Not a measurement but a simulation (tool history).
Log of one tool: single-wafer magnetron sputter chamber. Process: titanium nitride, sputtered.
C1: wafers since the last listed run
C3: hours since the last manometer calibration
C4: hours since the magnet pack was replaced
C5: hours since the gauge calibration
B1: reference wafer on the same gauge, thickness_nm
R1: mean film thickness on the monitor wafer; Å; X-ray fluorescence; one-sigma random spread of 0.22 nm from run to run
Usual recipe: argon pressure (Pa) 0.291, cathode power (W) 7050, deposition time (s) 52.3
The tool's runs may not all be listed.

{"run": 1, "hour": 0.0, "argon pressure (Pa)": 0.291, "cathode power (W)": 5800, "deposition time (s)": 52.3, "C1": 0, "wafers on the sputter target": 2427, "C3": 2880.4, "C4": 9522.8, "C5": 201.2, "B1": 55.392, "R1": 609.15}
{"run": 2, "hour": 9.8, "argon pressure (Pa)": 0.291, "cathode power (W)": 5800, "deposition time (s)": 52.3, "C1": 202, "wafers on the sputter target": 2629, "C3": 2890.2, "C4": 9532.6, "C5": 211, "B1": 55.504, "R1": 610.8}
{"run": 3, "hour": 22.6, "argon pressure (Pa)": 0.291, "cathode power (W)": 5800, "deposition time (s)": 52.3, "C1": 264, "wafers on the sputter target": 2893, "C3": 2903, "C4": 9545.4, "C5": 223.8, "B1": 55.433, "R1": 608.31}
{"run": 4, "hour": 35.9, "argon pressure (Pa)": 0.291, "cathode power (W)": 6000, "deposition time (s)": 54.8, "C1": 274, "wafers on the sputter target": 3168, "C3": 2916.3, "C4": 9558.7, "C5": 237.1, "B1": 55.436, "R1": 644.77}
{"run": 5, "hour": 42.8, "argon pressure (Pa)": 0.291, "cathode power (W)": 7050, "deposition time (s)": 52.3, "C1": 142, "wafers on the sputter target": 3310, "C3": 2923.2, "C4": 9565.6, "C5": 244, "B1": 55.458, "R1": 664.55}
{"run": 6, "hour": 59.6, "argon pressure (Pa)": 0.291, "cathode power (W)": 7050, "deposition time (s)": 52.3, "C1": 346, "wafers on the sputter target": 3657, "C3": 2940, "C4": 9582.4, "C5": 260.8, "B1": 55.417, "R1": 663}
{"hour": 71.3, "done": "sputter target and shields replaced"}
{"run": 7, "hour": 74.3, "argon pressure (Pa)": 0.291, "cathode power (W)": 7050, "deposition time (s)": 52.3, "C1": 138, "wafers on the sputter target": 62, "C3": 2954.7, "C4": 9597.1, "C5": 275.5, "B1": 55.439, "R1": 693.61}
{"run": 8, "hour": 86.6, "argon pressure (Pa)": 0.291, "cathode power (W)": 7050, "deposition time (s)": 52.3, "C1": 253, "wafers on the sputter target": 316, "C3": 2967, "C4": 9609.4, "C5": 287.8, "B1": 55.44, "R1": 692.12}
{"run": 9, "hour": 92.7, "argon pressure (Pa)": 0.291, "cathode power (W)": 7050, "deposition time (s)": 52.3, "C1": 125, "wafers on the sputter target": 442, "C3": 2973.1, "C4": 9615.5, "C5": 293.9, "B1": 55.458, "R1": 690.22}
{"hour": 104.0, "done": "magnet pack replaced"}
{"run": 10, "hour": 107.1, "argon pressure (Pa)": 0.291, "cathode power (W)": 7050, "deposition time (s)": 55.1, "C1": 132, "wafers on the sputter target": 574, "C3": 2987.5, "C4": 3.1, "C5": 308.3, "B1": 55.369, "R1": 718.77}
{"run": 11, "hour": 115.3, "argon pressure (Pa)": 0.291, "cathode power (W)": 7050, "deposition time (s)": 52.3, "C1": 169, "wafers on the sputter target": 743, "C3": 2995.7, "C4": 11.3, "C5": 316.5, "B1": 55.38, "R1": 685.44}
{"run": 12, "hour": 129.1, "argon pressure (Pa)": 0.291, "cathode power (W)": 7050, "deposition time (s)": 52.3, "C1": 284, "wafers on the sputter target": 1028, "C3": 3009.5, "C4": 25.1, "C5": 330.3, "B1": 55.461, "R1": 680.02}
{"run": 13, "hour": 136.5, "argon pressure (Pa)": 0.209, "cathode power (W)": 5550, "deposition time (s)": 42.3, "C1": 152, "wafers on the sputter target": 1181, "C3": 3016.9, "C4": 32.5, "C5": 337.7, "B1": 55.398, "R1": 507.65}
{"run": 14, "hour": 150.7, "argon pressure (Pa)": 0.291, "cathode power (W)": 7050, "deposition time (s)": 52.3, "C1": 293, "wafers on the sputter target": 1474, "C3": 3031.1, "C4": 46.7, "C5": 351.9, "B1": 55.422, "R1": 679.37}
{"run": 15, "hour": 165.7, "argon pressure (Pa)": 0.291, "cathode power (W)": 6250, "deposition time (s)": 58.7, "C1": 309, "wafers on the sputter target": 1783, "C3": 3046.1, "C4": 61.7, "C5": 366.9, "B1": 55.31, "R1": 719.48}
{"run": 16, "hour": 175.7, "argon pressure (Pa)": 0.209, "cathode power (W)": 8350, "deposition time (s)": 60.3, "C1": 206, "wafers on the sputter target": 1990, "C3": 3056.1, "C4": 71.7, "C5": 376.9, "B1": 55.334, "R1": 879.15}
{"run": 17, "hour": 192.1, "argon pressure (Pa)": 0.177, "cathode power (W)": 6300, "deposition time (s)": 57.5, "C1": 338, "wafers on the sputter target": 2328, "C3": 3072.5, "C4": 88.1, "C5": 393.3, "B1": 55.416, "R1": 739.29}
{"hour": 209.4, "done": "capacitance manometer re-zeroed and calibrated"}
{"hour": 232.5, "done": "sputter target and shields replaced"}
{"run": 18, "hour": 233.0, "argon pressure (Pa)": 0.387, "cathode power (W)": 7050, "deposition time (s)": 52.3, "C1": 513, "wafers on the sputter target": 11, "C3": 23.6, "C4": 129, "C5": 434.2, "B1": 55.366, "R1": 654.76}
{"run": 19, "hour": 242.9, "argon pressure (Pa)": 0.291, "cathode power (W)": 7050, "deposition time (s)": 52.3, "C1": 204, "wafers on the sputter target": 215, "C3": 33.5, "C4": 138.9, "C5": 444.1, "B1": 55.394, "R1": 678.2}
{"run": 20, "hour": 253.1, "argon pressure (Pa)": 0.244, "cathode power (W)": 8100, "deposition time (s)": 44.9, "C1": 210, "wafers on the sputter target": 426, "C3": 43.7, "C4": 149.1, "C5": 454.3, "B1": 55.393, "R1": 637.64}
{"run": 21, "hour": 269.5, "argon pressure (Pa)": 0.358, "cathode power (W)": 5900, "deposition time (s)": 45.3, "C1": 338, "wafers on the sputter target": 764, "C3": 60.1, "C4": 165.5, "C5": 470.7, "B1": 55.423, "R1": 525.95}
{"run": 22, "hour": 285.4, "argon pressure (Pa)": 0.335, "cathode power (W)": 7050, "deposition time (s)": 59.4, "C1": 328, "wafers on the sputter target": 1092, "C3": 76, "C4": 181.4, "C5": 486.6, "B1": 55.416, "R1": 755.89}
{"hour": 298.0, "done": "gauge calibrated"}
{"run": 23, "hour": 302.2, "argon pressure (Pa)": 0.358, "cathode power (W)": 5900, "deposition time (s)": 45.3, "C1": 346, "wafers on the sputter target": 1439, "C3": 92.8, "C4": 198.2, "C5": 4.2, "B1": 55.436, "R1": 520.86}
{"run": 24, "hour": 316.1, "argon pressure (Pa)": 0.291, "cathode power (W)": 7600, "deposition time (s)": 52.3, "C1": 286, "wafers on the sputter target": 1726, "C3": 106.7, "C4": 212.1, "C5": 18.1, "B1": 55.424, "R1": 698.78}
{"run": 25, "hour": 326.2, "argon pressure (Pa)": 0.291, "cathode power (W)": 7050, "deposition time (s)": 49.4, "C1": 208, "wafers on the sputter target": 1934, "C3": 116.8, "C4": 222.2, "C5": 28.2, "B1": 55.433, "R1": 630.21}
{"run": 26, "hour": 335.2, "argon pressure (Pa)": 0.233, "cathode power (W)": 7050, "deposition time (s)": 58.6, "C1": 185, "wafers on the sputter target": 2120, "C3": 125.8, "C4": 231.2, "C5": 37.2, "B1": 55.365, "R1": 767.11}
{"run": 27, "hour": 381.0, "argon pressure (Pa)": 0.358, "cathode power (W)": 5900, "deposition time (s)": 45.3, "C1": 945, "wafers on the sputter target": 3065, "C3": 171.6, "C4": 277, "C5": 83, "B1": 55.424, "R1": 512.43}
{"run": 28, "hour": 394.2, "argon pressure (Pa)": 0.291, "cathode power (W)": 7050, "deposition time (s)": 52.3, "C1": 272, "wafers on the sputter target": 3338, "C3": 184.8, "C4": 290.2, "C5": 96.2, "B1": 55.322, "R1": 662.58}
{"hour": 409.9, "done": "sputter target and shields replaced"}
{"run": 29, "hour": 411.6, "argon pressure (Pa)": 0.291, "cathode power (W)": 7050, "deposition time (s)": 52.3, "C1": 194, "wafers on the sputter target": 34, "C3": 202.2, "C4": 307.6, "C5": 113.6, "B1": 55.445, "R1": 688.47}
{"run": 30, "hour": 420.4, "argon pressure (Pa)": 0.197, "cathode power (W)": 7500, "deposition time (s)": 57.8, "C1": 181, "wafers on the sputter target": 216, "C3": 211, "C4": 316.4, "C5": 122.4, "B1": 55.313, "R1": 810.99}
{"run": 31, "hour": 429.2, "argon pressure (Pa)": 0.381, "cathode power (W)": 5600, "deposition time (s)": 52.3, "C1": 181, "wafers on the sputter target": 397, "C3": 219.8, "C4": 325.2, "C5": 131.2, "B1": 55.399, "R1": 594.5}
{"run": 32, "hour": 441.3, "argon pressure (Pa)": 0.291, "cathode power (W)": 7050, "deposition time (s)": 52.3, "C1": 249, "wafers on the sputter target": 647, "C3": 231.9, "C4": 337.3, "C5": 143.3, "B1": 55.375, "R1": 682.95}
{"run": 33, "hour": 449.9, "argon pressure (Pa)": 0.291, "cathode power (W)": 7050, "deposition time (s)": 52.3, "C1": 177, "wafers on the sputter target": 824, "C3": 240.5, "C4": 345.9, "C5": 151.9, "B1": 55.364, "R1": 677.56}
{"run": 34, "hour": 457.1, "argon pressure (Pa)": 0.291, "cathode power (W)": 7050, "deposition time (s)": 46.5, "C1": 148, "wafers on the sputter target": 973, "C3": 247.7, "C4": 353.1, "C5": 159.1, "B1": 55.427, "R1": 604.07}

Hidden state or all else? Some run-to-run changes of R1, split into what the settings, what came in and random variation would give without the hidden state, and what is left for the hidden state (with any gauge scatter that isn't in both results):
Unlogged tool condition in this case: deposition rate above that of a new target (%); true argon pressure above the setpoint (%); gauge reads high (%).
Run 6 -> 7: sputter target and shields replaced. R1 +30.61 Å: hidden state +29.4, all else +1.21.
Run 17 -> 18: argon pressure (Pa) 0.177 -> 0.387, cathode power (W) 6300 -> 7050, deposition time (s) 57.5 -> 52.3, capacitance manometer re-zeroed and calibrated, sputter target and shields replaced. R1 -84.53 Å: hidden state +11.71, all else -96.24.
Run 21 -> 22: argon pressure (Pa) 0.358 -> 0.335, cathode power (W) 5900 -> 7050, deposition time (s) 45.3 -> 59.4. R1 +229.94 Å: hidden state -7.03, all else +236.97.
Run 22 -> 23: argon pressure (Pa) 0.335 -> 0.358, cathode power (W) 7050 -> 5900, deposition time (s) 59.4 -> 45.3, gauge calibrated. R1 -235.03 Å: hidden state +3.43, all else -238.46.
Run 26 -> 27: argon pressure (Pa) 0.233 -> 0.358, cathode power (W) 7050 -> 5900, deposition time (s) 58.6 -> 45.3. R1 -254.68 Å: hidden state +3.32, all else -258.
Run 28 -> 29: sputter target and shields replaced. R1 +25.89 Å: hidden state +25.77, all else +0.12.
